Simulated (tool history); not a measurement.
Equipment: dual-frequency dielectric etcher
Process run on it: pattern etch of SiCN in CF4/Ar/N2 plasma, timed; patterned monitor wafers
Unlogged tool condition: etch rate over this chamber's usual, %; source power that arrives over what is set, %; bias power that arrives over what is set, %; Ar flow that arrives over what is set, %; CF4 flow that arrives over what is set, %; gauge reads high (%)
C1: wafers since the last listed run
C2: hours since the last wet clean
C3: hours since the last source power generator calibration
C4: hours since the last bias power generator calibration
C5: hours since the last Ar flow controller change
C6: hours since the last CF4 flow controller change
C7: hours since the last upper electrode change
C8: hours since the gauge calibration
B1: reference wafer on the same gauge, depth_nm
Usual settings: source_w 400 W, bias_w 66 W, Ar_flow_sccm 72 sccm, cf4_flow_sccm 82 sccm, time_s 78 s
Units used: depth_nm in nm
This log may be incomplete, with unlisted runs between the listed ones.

{"run": 1, "hour": 0.0, "source_w": 400, "bias_w": 66, "Ar_flow_sccm": 72, "cf4_flow_sccm": 82, "time_s": 78, "C1": 0, "C2": 496.5, "C3": 3842, "C4": 4022.3, "C5": 2752, "C6": 1230.5, "C7": 4395.7, "C8": 127.8, "B1": 48.8, "depth_nm": 61.7}
{"hour": 52.5, "done": "wet clean of the chamber"}
{"run": 2, "hour": 123.8, "source_w": 400, "bias_w": 55, "Ar_flow_sccm": 72, "cf4_flow_sccm": 82, "time_s": 78, "C1": 1354, "C2": 71.3, "C3": 3965.8, "C4": 4146.1, "C5": 2875.8, "C6": 1354.3, "C7": 4519.5, "C8": 251.6, "B1": 48.8, "depth_nm": 58.5}
{"run": 3, "hour": 193.6, "source_w": 400, "bias_w": 55, "Ar_flow_sccm": 72, "cf4_flow_sccm": 82, "time_s": 78, "C1": 947, "C2": 141.1, "C3": 4035.6, "C4": 4215.9, "C5": 2945.6, "C6": 1424.1, "C7": 4589.3, "C8": 321.4, "B1": 48.8, "depth_nm": 58.4}
{"run": 4, "hour": 221.9, "source_w": 400, "bias_w": 55, "Ar_flow_sccm": 72, "cf4_flow_sccm": 82, "time_s": 78, "C1": 384, "C2": 169.4, "C3": 4063.9, "C4": 4244.2, "C5": 2973.9, "C6": 1452.4, "C7": 4617.6, "C8": 349.7, "B1": 48.8, "depth_nm": 58.2}
{"run": 5, "hour": 277.5, "source_w": 400, "bias_w": 66, "Ar_flow_sccm": 72, "cf4_flow_sccm": 82, "time_s": 78, "C1": 754, "C2": 225, "C3": 4119.5, "C4": 4299.8, "C5": 3029.5, "C6": 1508, "C7": 4673.2, "C8": 405.3, "B1": 48.8, "depth_nm": 61.8}
{"run": 6, "hour": 307.6, "source_w": 400, "bias_w": 66, "Ar_flow_sccm": 72, "cf4_flow_sccm": 82, "time_s": 78, "C1": 408, "C2": 255.1, "C3": 4149.6, "C4": 4329.9, "C5": 3059.6, "C6": 1538.1, "C7": 4703.3, "C8": 435.4, "B1": 48.8, "depth_nm": 61.5}
{"run": 7, "hour": 356.2, "source_w": 400, "bias_w": 66, "Ar_flow_sccm": 72, "cf4_flow_sccm": 82, "time_s": 78, "C1": 659, "C2": 303.7, "C3": 4198.2, "C4": 4378.5, "C5": 3108.2, "C6": 1586.7, "C7": 4751.9, "C8": 484, "B1": 48.8, "depth_nm": 61.5}
{"run": 8, "hour": 393.2, "source_w": 400, "bias_w": 66, "Ar_flow_sccm": 72, "cf4_flow_sccm": 82, "time_s": 78, "C1": 502, "C2": 340.7, "C3": 4235.2, "C4": 4415.5, "C5": 3145.2, "C6": 1623.7, "C7": 4788.9, "C8": 521, "B1": 48.8, "depth_nm": 61.4}
{"run": 9, "hour": 432.1, "source_w": 400, "bias_w": 66, "Ar_flow_sccm": 72, "cf4_flow_sccm": 82, "time_s": 78, "C1": 527, "C2": 379.6, "C3": 4274.1, "C4": 4454.4, "C5": 3184.1, "C6": 1662.6, "C7": 4827.8, "C8": 559.9, "B1": 48.8, "depth_nm": 61.3}
{"run": 10, "hour": 471.4, "source_w": 400, "bias_w": 66, "Ar_flow_sccm": 89, "cf4_flow_sccm": 101, "time_s": 70.5, "C1": 533, "C2": 418.9, "C3": 4313.4, "C4": 4493.7, "C5": 3223.4, "C6": 1701.9, "C7": 4867.1, "C8": 599.2, "B1": 48.8, "depth_nm": 55.2}
{"hour": 517.5, "done": "gauge calibrated"}
{"run": 11, "hour": 526.3, "source_w": 400, "bias_w": 66, "Ar_flow_sccm": 72, "cf4_flow_sccm": 99, "time_s": 78, "C1": 745, "C2": 473.8, "C3": 4368.3, "C4": 4548.6, "C5": 3278.3, "C6": 1756.8, "C7": 4922, "C8": 8.8, "B1": 48.8, "depth_nm": 62.6}
{"run": 12, "hour": 587.2, "source_w": 470, "bias_w": 76, "Ar_flow_sccm": 64, "cf4_flow_sccm": 82, "time_s": 78, "C1": 826, "C2": 534.7, "C3": 4429.2, "C4": 4609.5, "C5": 3339.2, "C6": 1817.7, "C7": 4982.9, "C8": 69.7, "B1": 48.8, "depth_nm": 76.8}
{"hour": 620.3, "done": "bias power generator calibrated"}
{"run": 13, "hour": 655.7, "source_w": 310, "bias_w": 59, "Ar_flow_sccm": 85, "cf4_flow_sccm": 98, "time_s": 78, "C1": 875, "C2": 603.2, "C3": 4497.7, "C4": 35.4, "C5": 3407.7, "C6": 1886.2, "C7": 5051.4, "C8": 138.2, "B1": 48.8, "depth_nm": 44.3}
{"hour": 665.6, "done": "Ar flow controller replaced"}
{"hour": 669.7, "done": "CF4 flow controller replaced"}
{"hour": 681.1, "done": "source power generator calibrated"}
{"hour": 682.3, "done": "upper electrode replaced"}
{"hour": 691.0, "done": "wet clean of the chamber"}
{"run": 14, "hour": 726.2, "source_w": 450, "bias_w": 73, "Ar_flow_sccm": 59, "cf4_flow_sccm": 82, "time_s": 78, "C1": 630, "C2": 35.2, "C3": 45.1, "C4": 105.9, "C5": 60.6, "C6": 56.5, "C7": 43.9, "C8": 208.7, "B1": 48.8, "depth_nm": 70.8}
{"run": 15, "hour": 760.2, "source_w": 400, "bias_w": 66, "Ar_flow_sccm": 72, "cf4_flow_sccm": 82, "time_s": 78, "C1": 461, "C2": 69.2, "C3": 79.1, "C4": 139.9, "C5": 94.6, "C6": 90.5, "C7": 77.9, "C8": 242.7, "B1": 48.8, "depth_nm": 59.2}
{"run": 16, "hour": 829.8, "source_w": 400, "bias_w": 52, "Ar_flow_sccm": 72, "cf4_flow_sccm": 82, "time_s": 78, "C1": 944, "C2": 138.8, "C3": 148.7, "C4": 209.5, "C5": 164.2, "C6": 160.1, "C7": 147.5, "C8": 312.3, "B1": 48.8, "depth_nm": 54.7}
{"run": 17, "hour": 886.3, "source_w": 400, "bias_w": 66, "Ar_flow_sccm": 72, "cf4_flow_sccm": 82, "time_s": 70.5, "C1": 766, "C2": 195.3, "C3": 205.2, "C4": 266, "C5": 220.7, "C6": 216.6, "C7": 204, "C8": 368.8, "B1": 48.8, "depth_nm": 53.3}
{"run": 18, "hour": 920.1, "source_w": 400, "bias_w": 66, "Ar_flow_sccm": 72, "cf4_flow_sccm": 82, "time_s": 78, "C1": 458, "C2": 229.1, "C3": 239, "C4": 299.8, "C5": 254.5, "C6": 250.4, "C7": 237.8, "C8": 402.6, "B1": 48.8, "depth_nm": 59.1}

The next listed run, before its measurement:
{"run": 19, "hour": 980.9, "source_w": 400, "bias_w": 66, "Ar_flow_sccm": 72, "cf4_flow_sccm": 82, "time_s": 78, "C1": 825, "C2": 289.9, "C3": 299.8, "C4": 360.6, "C5": 315.3, "C6": 311.2, "C7": 298.6, "C8": 463.4, "B1": "?", "depth_nm": "?"}

B1: 48.8
depth_nm: 59 nm
Without the tool's hidden state the same run would have given depth_nm 59.5 nm.
